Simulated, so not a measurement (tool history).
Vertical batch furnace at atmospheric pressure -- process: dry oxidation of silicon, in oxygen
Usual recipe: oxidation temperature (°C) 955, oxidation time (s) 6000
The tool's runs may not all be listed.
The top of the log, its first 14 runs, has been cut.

run	hour	oxidation temperature (°C)	oxidation time (s)	read-back reference wafer on the same gauge, thickness	oxide thickness on the monitor wafer (Å)
15	1226.5	955	7650	53.52	655.5
16	1321	955	6000	53.56	554.4
17	1418.9	955	6000	53.54	561.1
18	1496.4	955	6000	53.36	551
19	1574.2	955	6000	53.5	555
20	1673	955	6000	53.58	561.4
21	1744.4	955	8940	53.48	724.5
# hour 1796.1: gauge calibrated
22	1815.4	955	7050	53.48	614.4
23	1900.5	955	8880	53.44	729.4
# hour 1976.4: thermocouples replaced and temperature profile calibrated
24	1976.9	968	6000	53.54	592.7
25	2106.8	955	6000	53.52	536.7
26	2173.8	955	7230	53.39	609.1
27	2233.2	979	3330	53.54	442.4
# hour 2317.8: boat lift adjusted
28	2318.3	972	6000	53.54	610.7

Expected results for the next run?
29	2374.5	941	4980	?	?

Run 29 measured read-back reference wafer on the same gauge, thickness 53.46, oxide thickness on the monitor wafer (Å) 427.6.
Take away the tool's hidden state, keep the run-to-run variation as it was, and the same run would have given oxide thickness on the monitor wafer (Å) 420.8.
